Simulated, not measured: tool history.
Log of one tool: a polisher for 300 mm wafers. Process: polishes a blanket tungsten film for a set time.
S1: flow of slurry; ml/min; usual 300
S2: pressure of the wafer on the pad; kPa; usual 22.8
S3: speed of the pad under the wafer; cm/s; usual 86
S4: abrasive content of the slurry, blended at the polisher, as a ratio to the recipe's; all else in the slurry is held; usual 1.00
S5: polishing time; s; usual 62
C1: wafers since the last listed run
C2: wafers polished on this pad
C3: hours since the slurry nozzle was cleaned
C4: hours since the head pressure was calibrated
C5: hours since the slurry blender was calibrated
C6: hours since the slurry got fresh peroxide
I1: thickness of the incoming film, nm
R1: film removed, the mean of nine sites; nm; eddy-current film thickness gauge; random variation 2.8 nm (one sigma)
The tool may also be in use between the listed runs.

run,hour,S1,S2,S3,S4,S5,C1,C2,C3,C4,C5,C6,I1,R1
1,0.0,300,22.8,86,1.00,62,0,1156,0.4,674.5,126.7,148.0,828.7,213.1
2,24.1,300,22.8,86,1.00,62,203,1359,24.5,698.6,150.8,172.1,825.0,213.2
3,37.5,300,22.8,86,1.00,62,112,1472,37.9,712.0,164.2,185.5,821.0,215.2
4,56.7,300,24.8,86,1.00,62,161,1634,57.1,731.2,183.4,204.7,823.4,227.3
# hour 90.6: worn pad replaced by a new one
5,91.1,345,29.6,86,1.00,62,256,4,91.5,765.6,217.8,239.1,818.4,285.4
6,105.3,300,22.8,58,1.00,48,119,123,105.7,779.8,232.0,253.3,825.7,116.3
# hour 108.3: slurry tank refilled with fresh slurry and peroxide
7,140.1,355,15.2,102,1.30,62,284,408,140.5,814.6,266.8,31.8,827.2,211.1
# hour 170.1: head pressure recalibrated
8,173.2,300,22.8,96,0.80,47,262,670,173.6,3.1,299.9,64.9,835.6,170.4
9,189.1,300,29.6,86,1.00,62,133,804,189.5,19.0,315.8,80.8,834.0,266.7
10,214.9,300,22.8,66,0.85,42,217,1022,215.3,44.8,341.6,106.6,813.7,104.1
# hour 224.8: slurry blender recalibrated
11,237.6,265,22.8,70,1.00,62,174,1196,238.0,67.5,12.8,129.3,831.7,171.0
12,272.1,355,22.8,86,1.00,72,290,1487,272.5,102.0,47.3,163.8,823.9,248.1
# hour 301.6: worn pad replaced by a new one
13,304.5,340,17.2,86,1.00,62,239,24,304.9,134.4,79.7,196.2,815.4,186.9
# hour 329.4: slurry tank refilled with fresh slurry and peroxide
14,338.5,300,22.8,86,1.00,53,278,302,338.9,168.4,113.7,9.1,816.4,191.5
15,364.6,265,22.8,70,1.00,62,219,522,365.0,194.5,139.8,35.2,832.7,181.3
16,397.7,300,22.8,86,1.00,53,278,801,398.1,227.6,172.9,68.3,818.6,186.4
17,473.1,270,22.8,86,1.00,62,635,1436,473.5,303.0,248.3,143.7,820.9,208.3
18,494.5,385,20.0,86,1.00,62,180,1616,494.9,324.4,269.7,165.1,816.6,195.9
19,527.5,300,22.8,86,1.00,62,278,1895,527.9,357.4,302.7,198.1,839.3,208.1
20,545.7,300,22.8,86,1.00,62,153,2048,546.1,375.6,320.9,216.3,825.5,207.9
# hour 551.3: slurry blender recalibrated
# hour 552.1: worn pad replaced by a new one
21,560.9,300,22.8,86,1.00,62,103,73,561.3,390.8,9.6,231.5,831.7,231.5
# hour 583.7: slurry tank refilled with fresh slurry and peroxide
22,590.9,300,22.8,98,1.00,62,244,318,591.3,420.8,39.6,7.2,816.8,253.5
23,607.1,360,22.8,86,1.20,62,136,454,607.5,437.0,55.8,23.4,816.6,243.0
24,622.0,300,22.8,86,1.00,62,125,580,622.4,451.9,70.7,38.3,806.5,220.6
25,639.2,300,22.8,100,1.00,73,144,725,639.6,469.1,87.9,55.5,820.5,294.5
# hour 643.1: slurry nozzle cleaned
26,661.4,385,20.0,86,1.00,62,178,903,18.3,491.3,110.1,77.7,822.0,202.6
27,690.7,300,22.8,64,1.00,62,246,1150,47.6,520.6,139.4,107.0,820.3,161.7

Some steps in R1 between neighbouring runs. How much of each would the tool show without its hidden state too (settings, what came in, random variation), and how much is left for the hidden state, with any gauge scatter that isn't in both results?
The hidden state here: removal rate lost through wear of the pad, %; slurry flow missing at the pad, %; deviation of the head's pressure from its setpoint, %; abrasive missing from the slurry, %; peroxide lost from the slurry, %.
Run 5 -> 6: S1 345 -> 300, S2 29.6 -> 22.8, S3 86 -> 58, S5 62 -> 48. R1 -169.1 nm: hidden state +2.4, all else -171.5.
Run 9 -> 10: S2 29.6 -> 22.8, S3 86 -> 66, S4 1.00 -> 0.85, S5 62 -> 42. R1 -162.6 nm: hidden state +8.2, all else -170.8.
Run 12 -> 13: S1 355 -> 340, S2 22.8 -> 17.2, S5 72 -> 62, worn pad replaced by a new one. R1 -61.2 nm: hidden state +22.4, all else -83.6.
Run 20 -> 21: slurry blender recalibrated, worn pad replaced by a new one. R1 +23.6 nm: hidden state +20.4, all else +3.2.
